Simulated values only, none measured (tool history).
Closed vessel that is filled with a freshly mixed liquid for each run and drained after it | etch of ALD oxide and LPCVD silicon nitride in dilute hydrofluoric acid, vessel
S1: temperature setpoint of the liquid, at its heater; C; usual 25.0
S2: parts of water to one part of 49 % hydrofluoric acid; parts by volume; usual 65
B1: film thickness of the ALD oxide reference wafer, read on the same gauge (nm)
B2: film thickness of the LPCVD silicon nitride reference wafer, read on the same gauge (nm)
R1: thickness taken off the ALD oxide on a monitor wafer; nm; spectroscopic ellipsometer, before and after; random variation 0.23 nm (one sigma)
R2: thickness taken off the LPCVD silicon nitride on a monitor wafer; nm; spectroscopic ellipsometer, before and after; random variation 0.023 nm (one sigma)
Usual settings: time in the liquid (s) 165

Run 1, hour 0.0: usual settings; B1 29.97; B2 149.970. Result: R1 50.51 nm, R2 1.452 nm.
Run 2, hour 30.3: usual settings; B1 29.99; B2 149.992. Result: R1 50.67 nm, R2 1.369 nm.
Run 3, hour 97.5: usual settings; B1 30.00; B2 149.972. Result: R1 49.86 nm, R2 1.408 nm.
Run 4, hour 138.2: usual settings; B1 29.98; B2 149.999. Result: R1 50.67 nm, R2 1.440 nm.
Run 5, hour 202.3: usual settings; B1 29.98; B2 150.031. Result: R1 50.21 nm, R2 1.428 nm.
Run 6, hour 232.5: usual settings; B1 30.01; B2 149.977. Result: R1 50.52 nm, R2 1.412 nm.
Run 7, hour 276.7: usual settings; B1 30.01; B2 149.998. Result: R1 50.51 nm, R2 1.410 nm.
Run 8, hour 332.4: usual settings; B1 30.03; B2 150.041. Result: R1 50.34 nm, R2 1.459 nm.
Run 9, hour 369.9: usual settings; B1 29.99; B2 149.967. Result: R1 50.20 nm, R2 1.440 nm.
Run 10, hour 433.4: usual settings; B1 29.98; B2 150.017. Result: R1 50.24 nm, R2 1.427 nm.
Run 11, hour 479.4: usual settings; B1 30.00; B2 149.991. Result: R1 50.60 nm, R2 1.437 nm.
Run 12, hour 514.2: usual settings; B1 30.00; B2 149.982. Result: R1 50.38 nm, R2 1.419 nm.
Run 13, hour 580.2: usual settings but S1 21.0 C, time in the liquid (s) 70; B1 30.01; B2 149.974. Result: R1 18.09 nm, R2 0.473 nm.
Run 14, hour 641.6: usual settings but S1 21.5 C, time in the liquid (s) 230; B1 30.02; B2 150.017. Result: R1 60.84 nm, R2 1.597 nm.
At hour 659.6: thermometer replaced.
Run 15, hour 672.0: usual settings; B1 30.03; B2 150.014. Result: R1 50.36 nm, R2 1.416 nm.
Run 16, hour 701.5: usual settings; B1 30.00; B2 150.020. Result: R1 50.56 nm, R2 1.436 nm.
Run 17, hour 757.2: usual settings but S1 27.0 C, S2 40 parts by volume, time in the liquid (s) 90; B1 30.00; B2 150.022. Result: R1 49.60 nm, R2 1.446 nm.
At hour 771.2: gauge calibrated.
Run 18, hour 794.0: usual settings but S1 22.5 C, S2 80 parts by volume, time in the liquid (s) 235; B1 29.98; B2 149.980. Result: R1 51.95 nm, R2 1.374 nm.
Run 19, hour 842.4: usual settings; B1 29.99; B2 149.978. Result: R1 50.30 nm, R2 1.419 nm.
At hour 882.5: hydrofluoric acid flow meter replaced.
Run 20, hour 894.1: usual settings but S1 22.5 C; B1 30.00; B2 149.974. Result: R1 45.31 nm, R2 1.175 nm.
Run 21, hour 949.6: usual settings but S2 50 parts by volume, time in the liquid (s) 195; B1 30.00; B2 149.990. Result: R1 78.81 nm, R2 2.208 nm.
Run 22, hour 1009.0: usual settings but S2 40 parts by volume; B1 29.99; B2 149.966. Result: R1 85.14 nm, R2 2.314 nm.
Run 23, hour 1070.9: usual settings but time in the liquid (s) 95; B1 30.01; B2 150.055. Result: R1 29.07 nm, R2 0.826 nm.
Run 24, hour 1133.7: usual settings; B1 29.97; B2 150.060. Result: R1 50.33 nm, R2 1.431 nm.
Run 25, hour 1263.9: usual settings; B1 30.02; B2 149.975. Result: R1 50.03 nm, R2 1.423 nm.
Run 26, hour 1310.4: usual settings but S1 21.0 C, time in the liquid (s) 70; B1 29.99; B2 150.018. Result: R1 18.33 nm, R2 0.461 nm.

Forecast each of these 4 alternatives for the next run:
Run A, hour 1311.1: usual settings but S1 23.0 C; B1 ?; B2 ?. Result: R1 ?, R2 ?.
Run B, hour 1311.1: usual settings but S1 26.5 C, time in the liquid (s) 75; B1 ?; B2 ?. Result: R1 ?, R2 ?.
Run C, hour 1311.1: usual settings but S1 22.5 C, time in the liquid (s) 85; B1 ?; B2 ?. Result: R1 ?, R2 ?.
Run D, hour 1311.1: usual settings but time in the liquid (s) 225; B1 ?; B2 ?. Result: R1 ?, R2 ?.

run     B1       B2     R1     R2
  A  30.05  150.009  46.38  1.261
  B  30.05  150.009  24.28  0.724
  C  30.05  150.009  23.41  0.628
  D  30.05  150.009  68.60  1.966
Without the tool's hidden state the same runs would have given:
run     R1     R2
  A  46.38  1.261
  B  24.28  0.724
  C  23.41  0.628
  D  68.60  1.966
